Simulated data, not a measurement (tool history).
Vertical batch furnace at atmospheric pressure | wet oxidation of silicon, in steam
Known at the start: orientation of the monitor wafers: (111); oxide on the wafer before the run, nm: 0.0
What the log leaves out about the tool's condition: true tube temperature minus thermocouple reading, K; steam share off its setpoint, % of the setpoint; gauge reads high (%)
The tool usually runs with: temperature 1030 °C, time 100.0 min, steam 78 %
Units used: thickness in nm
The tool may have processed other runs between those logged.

| run | hour | temperature | time | steam | wafers since the last listed run | hours since the last temperature calibration | hours since the steam generator was serviced | hours since the gauge calibration | read-back reference wafer on the same gauge, thickness | thickness |
|---|---|---|---|---|---|---|---|---|---|---|
| 1 | 0.0 | 1030 | 100.0 | 78 | 0 | 2053.0 | 1294.3 | 260.9 | 720.46 | 705.78 |
| 2 | 11.3 | 1030 | 100.0 | 78 | 81 | 2064.3 | 1305.6 | 272.2 | 719.28 | 705.38 |
| 3 | 31.1 | 1030 | 100.0 | 78 | 142 | 2084.1 | 1325.4 | 292.0 | 719.87 | 696.66 |
| 4 | 48.2 | 1030 | 114.5 | 74 | 123 | 2101.2 | 1342.5 | 309.1 | 720.24 | 735.21 |
| 5 | 76.5 | 1030 | 114.5 | 74 | 203 | 2129.5 | 1370.8 | 337.4 | 722.65 | 734.87 |
| 6 | 98.6 | 1030 | 114.5 | 74 | 159 | 2151.6 | 1392.9 | 359.5 | 722.45 | 737.19 |
| 7 | 107.9 | 1030 | 100.0 | 78 | 66 | 2160.9 | 1402.2 | 368.8 | 720.53 | 709.23 |
| 8 | 117.6 | 1030 | 100.0 | 78 | 69 | 2170.6 | 1411.9 | 378.5 | 720.73 | 706.97 |
| 9 | 136.7 | 1030 | 100.0 | 78 | 137 | 2189.7 | 1431.0 | 397.6 | 720.07 | 703.73 |
| 10 | 157.5 | 1030 | 100.0 | 78 | 149 | 2210.5 | 1451.8 | 418.4 | 719.95 | 707.28 |
|  | 182.7 | gauge calibrated |
|  | 187.8 | thermocouples replaced and temperature profile calibrated |
| 11 | 188.3 | 1030 | 100.0 | 78 | 48 | 0.5 | 1482.6 | 5.6 | 720.19 | 707.16 |
| 12 | 197.1 | 1030 | 100.0 | 78 | 63 | 9.3 | 1491.4 | 14.4 | 720.78 | 701.92 |
| 13 | 209.5 | 1030 | 100.0 | 78 | 89 | 21.7 | 1503.8 | 26.8 | 720.18 | 706.86 |
| 14 | 224.2 | 1030 | 100.0 | 78 | 105 | 36.4 | 1518.5 | 41.5 | 721.17 | 703.97 |
| 15 | 237.7 | 1030 | 100.0 | 78 | 97 | 49.9 | 1532.0 | 55.0 | 721.35 | 704.03 |
| 16 | 254.7 | 1016 | 100.0 | 68 | 122 | 66.9 | 1549.0 | 72.0 | 719.56 | 604.17 |
|  | 299.7 | steam generator serviced |
| 17 | 300.2 | 1030 | 125.0 | 78 | 154 | 112.4 | 0.5 | 117.5 | 722.37 | 800.02 |
| 18 | 306.9 | 1030 | 100.0 | 78 | 48 | 119.1 | 7.2 | 124.2 | 723.54 | 706.52 |
| 19 | 317.8 | 1039 | 66.0 | 86 | 78 | 130.0 | 18.1 | 135.1 | 721.74 | 614.66 |
| 20 | 329.8 | 1030 | 100.0 | 78 | 86 | 142.0 | 30.1 | 147.1 | 720.79 | 704.34 |
| 21 | 339.7 | 1023 | 140.0 | 78 | 71 | 151.9 | 40.0 | 157.0 | 722.46 | 828.37 |
| 22 | 353.8 | 1015 | 137.0 | 70 | 101 | 166.0 | 54.1 | 171.1 | 723.03 | 733.19 |
| 23 | 363.3 | 1015 | 137.0 | 70 | 68 | 175.5 | 63.6 | 180.6 | 722.27 | 737.19 |
| 24 | 383.8 | 1030 | 100.0 | 84 | 147 | 196.0 | 84.1 | 201.1 | 721.76 | 735.16 |
| 25 | 395.1 | 1030 | 100.0 | 78 | 81 | 207.3 | 95.4 | 212.4 | 721.37 | 705.11 |
| 26 | 409.3 | 1021 | 70.5 | 66 | 102 | 221.5 | 109.6 | 226.6 | 721.54 | 498.41 |
| 27 | 420.5 | 1046 | 134.5 | 82 | 80 | 232.7 | 120.8 | 237.8 | 720.70 | 910.93 |
| 28 | 437.2 | 1042 | 118.5 | 85 | 120 | 249.4 | 137.5 | 254.5 | 720.67 | 861.93 |
| 29 | 452.9 | 1010 | 52.5 | 69 | 113 | 265.1 | 153.2 | 270.2 | 719.90 | 403.26 |
| 30 | 462.6 | 1030 | 149.5 | 78 | 69 | 274.8 | 162.9 | 279.9 | 719.98 | 884.55 |
| 31 | 470.7 | 1011 | 128.5 | 84 | 58 | 282.9 | 171.0 | 288.0 | 720.16 | 778.27 |

Across each entry between runs, compare the hidden state at the last listed run before it with the hidden state at the first listed run after it:
Logged between run 10 and run 11: gauge calibrated (hour 182.7); thermocouples replaced and temperature profile calibrated (hour 187.8)
  nothing in the hidden state changes from one run to the other
Logged between run 16 and run 17: steam generator serviced (hour 299.7)
  nothing in the hidden state changes from one run to the other
